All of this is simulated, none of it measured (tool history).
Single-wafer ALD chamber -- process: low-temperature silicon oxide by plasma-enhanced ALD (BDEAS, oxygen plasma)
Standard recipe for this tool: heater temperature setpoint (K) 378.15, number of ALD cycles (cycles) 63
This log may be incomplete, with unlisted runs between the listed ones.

run	hour	heater temperature setpoint (K)	number of ALD cycles (cycles)	wafers since the last listed run	hours since the last thermocouple change	hours since the gauge calibration	read-back reference wafer on the same gauge, thickness_nm	mean film thickness on the monitor wafer (nm)
1	0	378.15	63	0	452.4	992	9.865	8.504
2	26.4	389.15	70	82	478.8	1018.4	9.837	9.228
3	86.4	389.15	70	187	538.8	1078.4	9.833	9.355
4	116.7	378.15	63	94	569.1	1108.7	9.852	8.544
5	165.9	378.15	63	153	618.3	1157.9	9.818	8.515
6	208.1	389.15	63	131	660.5	1200.1	9.812	8.296
7	267.3	389.15	63	185	719.7	1259.3	9.801	8.349
8	322.7	378.15	63	173	775.1	1314.7	9.81	8.468
9	361	378.15	55	119	813.4	1353	9.812	7.381
10	549.5	378.15	55	589	1001.9	1541.5	9.765	7.483
11	574.1	378.15	55	76	1026.5	1566.1	9.772	7.343
12	610.1	378.15	63	112	1062.5	1602.1	9.743	8.471
13	679.4	378.15	63	216	1131.8	1671.4	9.732	8.468
14	744.1	378.15	63	202	1196.5	1736.1	9.722	8.385
15	878.5	378.15	63	420	1330.9	1870.5	9.709	8.359
# hour 979: thermocouple changed; heater temperature recalibrated
16	1080	378.15	63	604	101	2072	9.655	8.321
17	1114.7	378.15	63	108	135.7	2106.7	9.646	8.273
18	1176.2	378.15	63	192	197.2	2168.2	9.627	8.242
# hour 1233.9: gauge calibrated
19	1237.3	378.15	63	191	258.3	3.4	9.862	8.476
20	1282.4	378.15	54	140	303.4	48.5	9.863	7.251
21	1330.7	378.15	54	150	351.7	96.8	9.866	7.283
22	1374.1	378.15	63	135	395.1	140.2	9.864	8.436
23	1434.1	378.15	63	187	455.1	200.2	9.869	8.518
24	1460.8	382.15	66	83	481.8	226.9	9.862	8.886
25	1486.8	378.15	63	81	507.8	252.9	9.879	8.553
26	1534.3	378.15	63	148	555.3	300.4	9.848	8.61
27	1585.3	388.15	63	159	606.3	351.4	9.868	8.313
28	1613.3	378.15	63	87	634.3	379.4	9.862	8.532
29	1641.5	369.15	56	88	662.5	407.6	9.866	7.769
30	1675.5	365.15	52	106	696.5	441.6	9.845	7.36
31	1733.2	390.15	74	180	754.2	499.3	9.848	9.725
32	1782.8	365.15	63	155	803.8	548.9	9.852	8.889
33	1835.2	378.15	55	163	856.2	601.3	9.86	7.459
34	1865.1	388.15	59	93	886.1	631.2	9.846	7.827
35	1889.9	366.15	68	77	910.9	656	9.836	9.451
36	1951.5	378.15	63	192	972.5	717.6	9.849	8.52
37	2012.4	386.15	63	190	1033.4	778.5	9.833	8.405
38	2070.4	378.15	63	181	1091.4	836.5	9.831	8.456
39	2114.9	392.15	72	139	1135.9	881	9.817	9.391
40	2153.3	389.15	63	120	1174.3	919.4	9.822	8.32
41	2188.8	382.15	63	110	1209.8	954.9	9.811	8.456
42	2229.7	373.15	63	127	1250.7	995.8	9.802	8.604
43	2288.9	389.15	70	185	1309.9	1055	9.797	9.267
44	2360.1	378.15	63	222	1381.1	1126.2	9.792	8.476
# hour 2430.5: thermocouple changed; heater temperature recalibrated
45	2431	365.15	52	196	0.5	1197.1	9.788	7.325
46	2480.6	372.15	58	155	50.1	1246.7	9.761	7.862
47	2548.5	374.15	73	212	118	1314.6	9.762	9.824

What was the tool's hidden state at every run in the log?
wafer temperature above the value expected at the setpoint (K): 0 on each run
H1: gauge reads high (%)
run	H1
1	-0.523
2	-0.555
3	-0.63
4	-0.67
5	-0.738
6	-0.798
7	-0.885
8	-0.971
9	-1.03
10	-1.36
11	-1.41
12	-1.48
13	-1.61
14	-1.75
15	-2.04
16	-2.52
17	-2.6
18	-2.76
19	-0.33
20	-0.332
21	-0.336
22	-0.342
23	-0.354
24	-0.361
25	-0.369
26	-0.385
27	-0.405
28	-0.417
29	-0.43
30	-0.448
31	-0.48
32	-0.512
33	-0.548
34	-0.57
35	-0.59
36	-0.64
37	-0.695
38	-0.752
39	-0.798
40	-0.84
41	-0.88
42	-0.928
43	-1
44	-1.09
45	-1.19
46	-1.27
47	-1.37
